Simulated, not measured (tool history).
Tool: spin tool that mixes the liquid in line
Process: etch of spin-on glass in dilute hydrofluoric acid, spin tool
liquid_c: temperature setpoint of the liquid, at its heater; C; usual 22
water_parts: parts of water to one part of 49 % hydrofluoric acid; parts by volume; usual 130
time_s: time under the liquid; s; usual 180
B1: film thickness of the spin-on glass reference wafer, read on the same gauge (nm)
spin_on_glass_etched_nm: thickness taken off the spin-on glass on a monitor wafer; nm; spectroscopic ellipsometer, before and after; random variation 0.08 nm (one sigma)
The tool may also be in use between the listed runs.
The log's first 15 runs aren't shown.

run 16 hour=185.6 | liquid_c=22 water_parts=130 time_s=180 | B1=40 | spin_on_glass_etched_nm=25.28
-- hour=197.7 hydrofluoric acid flow meter replaced
run 17 hour=198.2 | liquid_c=22 water_parts=130 time_s=205 | B1=40.02 | spin_on_glass_etched_nm=29.83
run 18 hour=206.8 | liquid_c=22 water_parts=130 time_s=255 | B1=39.99 | spin_on_glass_etched_nm=37.46
run 19 hour=214.3 | liquid_c=24.5 water_parts=130 time_s=180 | B1=40.01 | spin_on_glass_etched_nm=28.85
run 20 hour=220.5 | liquid_c=23.5 water_parts=160 time_s=80 | B1=40.02 | spin_on_glass_etched_nm=9.69
-- hour=224.4 thermometer replaced
run 21 hour=245.6 | liquid_c=22 water_parts=130 time_s=180 | B1=40 | spin_on_glass_etched_nm=23.95
run 22 hour=255.5 | liquid_c=17.5 water_parts=180 time_s=150 | B1=39.98 | spin_on_glass_etched_nm=11.47
run 23 hour=270.3 | liquid_c=26.5 water_parts=130 time_s=85 | B1=39.99 | spin_on_glass_etched_nm=13.55
run 24 hour=288.1 | liquid_c=23.5 water_parts=75 time_s=90 | B1=39.99 | spin_on_glass_etched_nm=23.66
run 25 hour=294.8 | liquid_c=22 water_parts=130 time_s=180 | B1=40.01 | spin_on_glass_etched_nm=23.9
run 26 hour=311.5 | liquid_c=25.5 water_parts=100 time_s=180 | B1=39.99 | spin_on_glass_etched_nm=37.05
run 27 hour=324.6 | liquid_c=24.5 water_parts=65 time_s=115 | B1=39.96 | spin_on_glass_etched_nm=36.48
run 28 hour=340.7 | liquid_c=18.5 water_parts=150 time_s=270 | B1=39.99 | spin_on_glass_etched_nm=26.56
run 29 hour=358 | liquid_c=26 water_parts=110 time_s=180 | B1=39.99 | spin_on_glass_etched_nm=33.7
run 30 hour=375.8 | liquid_c=18 water_parts=95 time_s=270 | B1=40.01 | spin_on_glass_etched_nm=43.13
run 31 hour=384.4 | liquid_c=24.5 water_parts=130 time_s=180 | B1=40 | spin_on_glass_etched_nm=26.22
run 32 hour=393.9 | liquid_c=23.5 water_parts=190 time_s=260 | B1=40 | spin_on_glass_etched_nm=23.22
run 33 hour=402.9 | liquid_c=22 water_parts=130 time_s=105 | B1=39.99 | spin_on_glass_etched_nm=13.87
run 34 hour=416.5 | liquid_c=22 water_parts=130 time_s=180 | B1=39.99 | spin_on_glass_etched_nm=23.66
run 35 hour=428.5 | liquid_c=22 water_parts=145 time_s=145 | B1=40.03 | spin_on_glass_etched_nm=16.81

3 ways to go on from here, each from the tool as it stands after run 35. What would each give?
run A hour=429 | liquid_c=22 water_parts=130 time_s=180 | B1=? | spin_on_glass_etched_nm=?
run B hour=429 | liquid_c=26.5 water_parts=190 time_s=120 | B1=? | spin_on_glass_etched_nm=?
run C hour=429 | liquid_c=25.5 water_parts=190 time_s=180 | B1=? | spin_on_glass_etched_nm=?

run=A B1=39.99 spin_on_glass_etched_nm=23.76
run=B B1=39.99 spin_on_glass_etched_nm=11.97
run=C B1=39.99 spin_on_glass_etched_nm=17.32
Without the tool's hidden state the same runs would have given:
run=A spin_on_glass_etched_nm=24.1
run=B spin_on_glass_etched_nm=12.18
run=C spin_on_glass_etched_nm=17.61
